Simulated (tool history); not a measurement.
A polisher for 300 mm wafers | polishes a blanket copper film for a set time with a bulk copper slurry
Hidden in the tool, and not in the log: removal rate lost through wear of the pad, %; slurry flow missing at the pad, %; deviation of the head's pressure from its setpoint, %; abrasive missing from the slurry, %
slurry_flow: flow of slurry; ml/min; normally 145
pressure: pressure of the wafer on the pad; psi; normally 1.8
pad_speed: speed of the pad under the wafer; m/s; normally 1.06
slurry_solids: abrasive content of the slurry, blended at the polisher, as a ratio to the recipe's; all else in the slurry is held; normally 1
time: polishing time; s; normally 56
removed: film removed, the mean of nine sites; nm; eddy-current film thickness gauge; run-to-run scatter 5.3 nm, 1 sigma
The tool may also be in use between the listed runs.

| run | hour | slurry_flow | pressure | pad_speed | slurry_solids | time | wafers since the last listed run | wafers polished on this pad | hours since the slurry nozzle was cleaned | hours since the head pressure was calibrated | hours since the slurry blender was calibrated | incoming thickness of the incoming film, nm | removed |
|---|---|---|---|---|---|---|---|---|---|---|---|---|---|
| 1 | 0 | 145 | 1.8 | 1.06 | 1 | 56 | 0 | 332 | 195.6 | 838.1 | 334.8 | 4196.6 | 358.8 |
| 2 | 38.4 | 145 | 1.8 | 1.06 | 1 | 56 | 324 | 656 | 234 | 876.5 | 373.2 | 4244.8 | 360.7 |
| 3 | 107.7 | 145 | 1.8 | 1.06 | 1 | 56 | 586 | 1243 | 303.3 | 945.8 | 442.5 | 4298.9 | 353.8 |
|  | 149.1 | slurry blender recalibrated |
| 4 | 167.5 | 145 | 1.8 | 1.06 | 1 | 56 | 489 | 1732 | 363.1 | 1005.6 | 18.4 | 4187.2 | 387.1 |
| 5 | 216.6 | 145 | 1.8 | 1.06 | 1 | 56 | 415 | 2147 | 412.2 | 1054.7 | 67.5 | 4296 | 373.7 |
| 6 | 258.6 | 145 | 1.8 | 1.06 | 1 | 56 | 355 | 2503 | 454.2 | 1096.7 | 109.5 | 4318.5 | 373.5 |
|  | 305.4 | head pressure recalibrated |
| 7 | 335.4 | 145 | 1.8 | 1.06 | 1 | 56 | 632 | 3136 | 531 | 30 | 186.3 | 4243.4 | 368 |
|  | 392.1 | worn pad replaced by a new one |
|  | 417.7 | slurry nozzle cleaned |
| 8 | 430.6 | 145 | 1.8 | 1.06 | 1 | 56 | 763 | 317 | 12.9 | 125.2 | 281.5 | 4320.2 | 364 |
| 9 | 524.6 | 145 | 1.8 | 1.06 | 1 | 56 | 795 | 1112 | 106.9 | 219.2 | 375.5 | 4237.7 | 361.5 |
|  | 563.4 | slurry blender recalibrated |
| 10 | 617.1 | 175 | 1.8 | 1.06 | 1 | 56 | 765 | 1878 | 199.4 | 311.7 | 53.7 | 4330.3 | 393.9 |
| 11 | 662 | 175 | 1.8 | 1.06 | 1 | 56 | 379 | 2258 | 244.3 | 356.6 | 98.6 | 4236.8 | 384.7 |
| 12 | 739.5 | 145 | 1.8 | 1.06 | 1 | 66 | 655 | 2914 | 321.8 | 434.1 | 176.1 | 4185.9 | 444.8 |
|  | 802.8 | worn pad replaced by a new one |
| 13 | 803.3 | 145 | 1.8 | 1.06 | 1 | 56 | 505 | 3 | 385.6 | 497.9 | 239.9 | 4251.4 | 370 |
| 14 | 902.4 | 145 | 1.8 | 0.78 | 1 | 56 | 838 | 842 | 484.7 | 597 | 339 | 4252.3 | 282.4 |
| 15 | 940.1 | 145 | 1.8 | 1.06 | 1 | 74 | 318 | 1161 | 522.4 | 634.7 | 376.7 | 4312.1 | 484.3 |
|  | 1060.4 | slurry blender recalibrated |
|  | 1119.2 | slurry nozzle cleaned |
| 16 | 1186.1 | 105 | 1.8 | 1.06 | 0.85 | 66 | 2056 | 3217 | 66.9 | 880.7 | 125.7 | 4271.7 | 407 |
|  | 1216.8 | worn pad replaced by a new one |
| 17 | 1268.4 | 145 | 1.8 | 0.84 | 1 | 56 | 662 | 436 | 149.2 | 963 | 208 | 4233.7 | 316.1 |
| 18 | 1348.8 | 145 | 1.4 | 1.28 | 1.25 | 43 | 680 | 1116 | 229.6 | 1043.4 | 288.4 | 4266.1 | 265.8 |
|  | 1402.7 | head pressure recalibrated |
| 19 | 1447.7 | 145 | 1.8 | 1.06 | 1 | 56 | 819 | 1936 | 328.5 | 45 | 387.3 | 4219.7 | 350.7 |
| 20 | 1498.6 | 145 | 1.8 | 1.18 | 1 | 56 | 430 | 2367 | 379.4 | 95.9 | 438.2 | 4359.8 | 389.2 |
|  | 1510.4 | slurry blender recalibrated |
| 21 | 1603.6 | 95 | 1.8 | 1.06 | 1 | 56 | 871 | 3239 | 484.4 | 200.9 | 93.2 | 4278.9 | 347.5 |
|  | 1647.7 | worn pad replaced by a new one |
| 22 | 1682.8 | 145 | 1.8 | 1.06 | 1 | 56 | 636 | 296 | 563.6 | 280.1 | 172.4 | 4279.5 | 371.8 |
|  | 1701.6 | slurry nozzle cleaned |
| 23 | 1733.4 | 145 | 1.4 | 1.06 | 0.8 | 56 | 419 | 716 | 31.8 | 330.7 | 223 | 4187.2 | 273.1 |
| 24 | 1777 | 180 | 1.8 | 1.24 | 1.15 | 62 | 368 | 1085 | 75.4 | 374.3 | 266.6 | 4273.8 | 480.8 |
| 25 | 1885 | 145 | 1.8 | 1.06 | 1 | 56 | 913 | 1999 | 183.4 | 482.3 | 374.6 | 4316.8 | 357.4 |
|  | 1959.9 | slurry blender recalibrated |
| 26 | 1968 | 110 | 1.8 | 1.06 | 1 | 56 | 685 | 2684 | 266.4 | 565.3 | 8.1 | 4223.9 | 371.7 |
| 27 | 2058.7 | 145 | 2 | 0.7 | 1 | 56 | 767 | 3452 | 357.1 | 656 | 98.8 | 4279.9 | 309.2 |
| 28 | 2137.9 | 145 | 1.8 | 1.06 | 1 | 56 | 670 | 4122 | 436.3 | 735.2 | 178 | 4322.7 | 380.8 |
|  | 2156.9 | worn pad replaced by a new one |
| 29 | 2185.5 | 115 | 1.8 | 0.72 | 1 | 56 | 368 | 241 | 483.9 | 782.8 | 225.6 | 4282.4 | 261.4 |

Branching from run 29: 5 alternative next runs. What would each branch give?
| A | 2185.9 | 100 | 1.8 | 1.06 | 1 | 56 | 3 | 245 | 484.3 | 783.2 | 226 | 4257.6 | ? |
| B | 2185.9 | 145 | 1.4 | 1.38 | 0.9 | 45 | 3 | 245 | 484.3 | 783.2 | 226 | 4257.6 | ? |
| C | 2185.9 | 145 | 2 | 0.72 | 1 | 56 | 3 | 245 | 484.3 | 783.2 | 226 | 4257.6 | ? |
| D | 2185.9 | 100 | 1.8 | 1.16 | 0.75 | 56 | 3 | 245 | 484.3 | 783.2 | 226 | 4257.6 | ? |
| E | 2185.9 | 145 | 1.8 | 1.3 | 1.1 | 56 | 3 | 245 | 484.3 | 783.2 | 226 | 4257.6 | ? |

| run | removed |
|---|---|
| A | 343.8 |
| B | 278.8 |
| C | 304.7 |
| D | 350.9 |
| E | 440.6 |
With no hidden state in the tool, these same runs would have given:
| run | removed |
|---|---|
| A | 365.7 |
| B | 296.4 |
| C | 324.1 |
| D | 372.6 |
| E | 469 |

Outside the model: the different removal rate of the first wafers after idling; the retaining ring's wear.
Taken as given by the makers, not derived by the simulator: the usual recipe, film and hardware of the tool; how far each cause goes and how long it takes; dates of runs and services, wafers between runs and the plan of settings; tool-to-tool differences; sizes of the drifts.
